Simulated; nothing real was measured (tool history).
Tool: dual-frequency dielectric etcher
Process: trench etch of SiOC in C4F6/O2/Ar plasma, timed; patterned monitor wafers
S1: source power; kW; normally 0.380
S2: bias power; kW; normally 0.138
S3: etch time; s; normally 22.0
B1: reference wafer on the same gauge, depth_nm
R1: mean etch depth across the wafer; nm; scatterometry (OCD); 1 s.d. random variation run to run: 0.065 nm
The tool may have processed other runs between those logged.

run	hour	S1	S2	S3	B1	R1
1	0.0	0.380	0.138	22.0	44.71	43.54
2	27.5	0.380	0.138	22.0	44.71	43.59
3	58.5	0.380	0.138	20.5	44.69	40.67
4	83.2	0.380	0.138	22.0	44.69	43.67
5	130.1	0.380	0.138	22.0	44.68	43.78
6	176.7	0.380	0.163	22.0	44.68	45.76
7	218.5	0.380	0.163	22.0	44.72	45.82
8	276.7	0.380	0.138	22.0	44.67	43.90
9	318.3	0.380	0.138	22.0	44.72	43.83
# hour 329.9: gauge calibrated
# hour 361.2: upper electrode replaced
10	361.7	0.300	0.161	18.0	44.70	35.10
# hour 394.2: source power generator calibrated
11	406.4	0.380	0.138	22.0	44.71	43.99
# hour 419.9: bias power generator calibrated
# hour 466.8: wet clean of the chamber
12	475.4	0.440	0.138	15.5	44.70	31.96
13	535.8	0.380	0.138	24.0	44.69	47.48
14	598.8	0.380	0.171	24.0	44.71	50.46

Alternative continuations, all from the tool just after run 14; predict every row:
A	599.2	0.460	0.138	22.0	?	?
B	599.2	0.380	0.119	22.0	?	?
C	599.2	0.290	0.129	20.0	?	?
D	599.2	0.320	0.138	22.0	?	?
E	599.2	0.280	0.149	19.5	?	?

run	B1	R1
A	44.70	46.05
B	44.70	41.80
C	44.70	35.91
D	44.70	41.34
E	44.70	36.07
With no hidden state in the tool, these same runs would have given:
run	R1
A	46.00
B	41.76
C	35.87
D	41.30
E	36.03
